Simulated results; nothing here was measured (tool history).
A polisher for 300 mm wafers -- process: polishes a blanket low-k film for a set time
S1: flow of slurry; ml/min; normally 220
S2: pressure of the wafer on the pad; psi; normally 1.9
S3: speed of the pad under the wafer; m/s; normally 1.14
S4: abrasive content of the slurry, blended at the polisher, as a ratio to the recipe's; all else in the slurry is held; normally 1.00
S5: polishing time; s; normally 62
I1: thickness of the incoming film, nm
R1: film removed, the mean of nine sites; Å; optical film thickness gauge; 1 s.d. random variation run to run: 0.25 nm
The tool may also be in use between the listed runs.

| run | hour | S1 | S2 | S3 | S4 | S5 | I1 | R1 |
|---|---|---|---|---|---|---|---|---|
| 1 | 0.0 | 220 | 1.9 | 1.14 | 1.00 | 62 | 727.4 | 229 |
|  | 57.6 | head pressure recalibrated |
| 2 | 84.3 | 220 | 1.9 | 1.14 | 1.00 | 62 | 719.3 | 218 |
|  | 91.9 | worn pad replaced by a new one |
|  | 103.8 | conditioning disc replaced and pad reconditioned |
| 3 | 117.2 | 220 | 1.9 | 1.14 | 1.00 | 62 | 721.1 | 222 |
|  | 119.3 | slurry nozzle cleaned |
| 4 | 145.7 | 220 | 1.9 | 1.14 | 1.00 | 62 | 726.3 | 239 |
| 5 | 162.3 | 220 | 2.1 | 1.14 | 1.00 | 45 | 727.1 | 190 |
| 6 | 180.4 | 220 | 2.6 | 1.14 | 1.00 | 69 | 717.2 | 336 |
| 7 | 206.2 | 220 | 1.9 | 1.14 | 1.00 | 62 | 723.8 | 236 |
| 8 | 258.1 | 220 | 1.9 | 1.14 | 1.00 | 62 | 718.3 | 229 |
|  | 269.3 | worn pad replaced by a new one |
| 9 | 286.4 | 220 | 1.9 | 1.14 | 1.00 | 62 | 714.7 | 239 |
|  | 289.8 | conditioning disc replaced and pad reconditioned |
| 10 | 309.3 | 220 | 1.7 | 1.48 | 1.00 | 62 | 729.2 | 262 |
| 11 | 331.9 | 220 | 1.9 | 1.14 | 1.00 | 62 | 712.9 | 234 |
| 12 | 361.3 | 270 | 1.9 | 1.14 | 1.00 | 74 | 713.8 | 286 |
|  | 368.1 | slurry blender recalibrated |
| 13 | 373.7 | 285 | 1.3 | 1.48 | 1.00 | 62 | 710.7 | 210 |
| 14 | 387.4 | 220 | 1.9 | 0.94 | 1.30 | 62 | 720.9 | 220 |
| 15 | 402.9 | 250 | 1.9 | 1.32 | 0.70 | 53 | 711.1 | 194 |
| 16 | 421.6 | 220 | 1.9 | 1.54 | 1.00 | 62 | 728.3 | 276 |
| 17 | 449.6 | 275 | 1.6 | 1.50 | 1.00 | 42 | 717.4 | 164 |
|  | 470.6 | conditioning disc replaced and pad reconditioned |
| 18 | 482.0 | 170 | 2.3 | 1.14 | 1.10 | 77 | 717.7 | 307 |
|  | 500.6 | worn pad replaced by a new one |
|  | 511.7 | slurry nozzle cleaned |
| 19 | 517.5 | 170 | 1.7 | 1.14 | 1.00 | 62 | 724.7 | 216 |
| 20 | 533.7 | 220 | 1.9 | 1.14 | 1.00 | 62 | 723.7 | 243 |
| 21 | 567.5 | 220 | 1.9 | 0.88 | 0.70 | 62 | 734.0 | 177 |
| 22 | 580.7 | 220 | 1.7 | 1.48 | 1.00 | 62 | 717.1 | 261 |
| 23 | 600.1 | 220 | 1.9 | 1.46 | 1.25 | 72 | 714.0 | 348 |
| 24 | 615.9 | 220 | 1.9 | 1.14 | 1.00 | 62 | 718.8 | 235 |
| 25 | 645.3 | 220 | 1.9 | 1.14 | 1.00 | 62 | 715.6 | 230 |

Here are 5 independent what-if runs from the current tool condition. What would each one return?
| A | 645.7 | 220 | 1.9 | 0.98 | 1.00 | 62 | 714.1 | ? |
| B | 645.7 | 220 | 1.9 | 0.80 | 0.70 | 48 | 714.1 | ? |
| C | 645.7 | 220 | 1.4 | 1.14 | 1.00 | 62 | 714.1 | ? |
| D | 645.7 | 220 | 1.9 | 1.14 | 1.00 | 71 | 714.1 | ? |
| E | 645.7 | 220 | 1.9 | 1.14 | 1.00 | 42 | 714.1 | ? |

| run | R1 |
|---|---|
| A | 209 |
| B | 126 |
| C | 182 |
| D | 265 |
| E | 157 |
Without the tool's unlogged condition, the same runs would have read:
| run | R1 |
|---|---|
| A | 222 |
| B | 133 |
| C | 193 |
| D | 281 |
| E | 166 |

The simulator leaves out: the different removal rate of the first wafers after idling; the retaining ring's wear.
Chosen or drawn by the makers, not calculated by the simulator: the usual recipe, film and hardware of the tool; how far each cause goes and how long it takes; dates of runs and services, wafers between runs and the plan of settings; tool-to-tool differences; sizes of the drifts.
